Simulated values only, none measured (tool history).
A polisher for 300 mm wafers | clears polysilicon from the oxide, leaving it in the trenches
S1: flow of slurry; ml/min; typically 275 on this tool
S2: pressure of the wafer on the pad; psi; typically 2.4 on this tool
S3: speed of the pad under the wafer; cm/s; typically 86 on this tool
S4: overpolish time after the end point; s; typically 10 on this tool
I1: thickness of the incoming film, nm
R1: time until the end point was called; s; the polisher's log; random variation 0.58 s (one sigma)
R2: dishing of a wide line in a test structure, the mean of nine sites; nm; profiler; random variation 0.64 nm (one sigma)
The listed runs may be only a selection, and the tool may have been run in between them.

| run | hour | S1 | S2 | S3 | S4 | I1 | R1 | R2 |
|---|---|---|---|---|---|---|---|---|
| 1 | 0 | 275 | 1.9 | 86 | 10 | 373.5 | 48.6 | 31.1 |
| 2 | 93 | 275 | 1.9 | 86 | 10 | 365 | 47 | 32.8 |
|  | 116.9 | head pressure recalibrated |
| 3 | 145.8 | 275 | 1.9 | 86 | 10 | 374.6 | 50.8 | 30.4 |
| 4 | 206.1 | 275 | 2.4 | 70 | 10 | 371.1 | 51 | 29.7 |
|  | 238.9 | worn pad replaced by a new one |
| 5 | 300.2 | 275 | 2.4 | 70 | 10 | 372.1 | 47 | 30.2 |
| 6 | 386.2 | 275 | 2.4 | 64 | 10 | 363.5 | 48.8 | 30.9 |
| 7 | 475.3 | 275 | 2.4 | 86 | 10 | 369.5 | 38.6 | 34.3 |
| 8 | 530.6 | 275 | 2.4 | 86 | 10 | 375.3 | 40 | 33.1 |
| 9 | 568.3 | 275 | 2.4 | 86 | 10 | 371.9 | 38.9 | 34.3 |
| 10 | 629.1 | 275 | 2.4 | 86 | 10 | 364.4 | 39.1 | 33.2 |
|  | 687.8 | head pressure recalibrated |
| 11 | 696.1 | 275 | 2.4 | 86 | 10 | 372.7 | 43.5 | 32.7 |
| 12 | 742 | 275 | 2.4 | 86 | 10 | 369.3 | 43.3 | 33.3 |
|  | 743 | slurry nozzle cleaned |
| 13 | 838.2 | 275 | 2.4 | 86 | 10 | 377.9 | 45.3 | 31.2 |
|  | 910.5 | worn pad replaced by a new one |
| 14 | 920.8 | 275 | 2.4 | 86 | 10 | 371.7 | 40.3 | 34.4 |
| 15 | 1001.4 | 220 | 3.1 | 86 | 13 | 367.7 | 32.6 | 36.7 |
| 16 | 1053 | 275 | 2.4 | 86 | 10 | 369.2 | 38.5 | 32.8 |
| 17 | 1104.3 | 275 | 2.4 | 86 | 10 | 368.6 | 39.1 | 34.5 |
| 18 | 1145.6 | 275 | 2.9 | 86 | 10 | 374.2 | 33.6 | 34.8 |
| 19 | 1197.6 | 360 | 2.4 | 70 | 10 | 365.3 | 45.2 | 32.4 |
|  | 1240.2 | head pressure recalibrated |
| 20 | 1288.2 | 275 | 2.4 | 86 | 10 | 372.5 | 41.8 | 33.4 |
| 21 | 1383.3 | 275 | 2.4 | 74 | 10 | 368.2 | 47.7 | 30.4 |
| 22 | 1423.3 | 305 | 2.4 | 68 | 6 | 369.2 | 51.9 | 23.5 |
|  | 1491.2 | worn pad replaced by a new one |
| 23 | 1529 | 275 | 2.7 | 64 | 12 | 372.6 | 47.6 | 35.1 |
|  | 1534 | slurry nozzle cleaned |
| 24 | 1568.2 | 275 | 1.7 | 68 | 10 | 366 | 63.5 | 27.5 |
| 25 | 1673.8 | 275 | 2.4 | 86 | 10 | 365 | 38.6 | 33 |
| 26 | 1730.1 | 340 | 2.7 | 86 | 7 | 366 | 34 | 30.4 |
|  | 1777.5 | head pressure recalibrated |
| 27 | 1785.7 | 275 | 2.4 | 86 | 10 | 365.3 | 40.8 | 32.9 |
| 28 | 1888.2 | 275 | 2.4 | 86 | 10 | 371.3 | 42.1 | 32.2 |
| 29 | 1955.1 | 275 | 3 | 86 | 10 | 371 | 35 | 34.2 |
| 30 | 2014.9 | 275 | 2.4 | 96 | 10 | 371.2 | 38 | 33.8 |
|  | 2019.8 | worn pad replaced by a new one |
| 31 | 2266.8 | 340 | 2.9 | 86 | 8 | 377.3 | 32 | 33.7 |
| 32 | 2389.7 | 275 | 2.4 | 102 | 10 | 375.7 | 33.1 | 35.5 |
|  | 2398.4 | slurry nozzle cleaned |
|  | 2404.9 | head pressure recalibrated |
| 33 | 2454.1 | 275 | 2.4 | 86 | 10 | 365.8 | 41.8 | 33.2 |

Measured minus without-hidden-state, run by run (identical run-to-run variation in each term; gauge scatter may differ):
The hidden state here: removal rate lost through wear of the pad, %; slurry flow missing at the pad, %; deviation of the head's pressure from its setpoint, %.
| run | R1 | R2 |
|---|---|---|
| 1 | -0.7 | +0.2 |
| 2 | -1.1 | +0.2 |
| 3 | +1.7 | -0.4 |
| 4 | +2.4 | -0.5 |
| 5 | -0.7 | +0.1 |
| 6 | -1 | +0.3 |
| 7 | -1.2 | +0.3 |
| 8 | -1.3 | +0.3 |
| 9 | -1.5 | +0.4 |
| 10 | -1.7 | +0.4 |
| 11 | +3 | -0.7 |
| 12 | +3.3 | -0.9 |
| 13 | +4.3 | -1.1 |
| 14 | -0.1 | +0 |
| 15 | -0.5 | +0.1 |
| 16 | -0.8 | +0.2 |
| 17 | -1.1 | +0.3 |
| 18 | -1.2 | +0.3 |
| 19 | -1.9 | +0.5 |
| 20 | +1.7 | -0.4 |
| 21 | +2.5 | -0.6 |
| 22 | +3.1 | -0.8 |
| 23 | -0.5 | +0.1 |
| 24 | -1.1 | +0.2 |
| 25 | -1.3 | +0.3 |
| 26 | -1.5 | +0.5 |
| 27 | +0.8 | -0.2 |
| 28 | +1.3 | -0.4 |
| 29 | +1.4 | -0.3 |
| 30 | +1.7 | -0.4 |
| 31 | -2 | +0.7 |
| 32 | -2.7 | +0.6 |
| 33 | +1.9 | -0.5 |
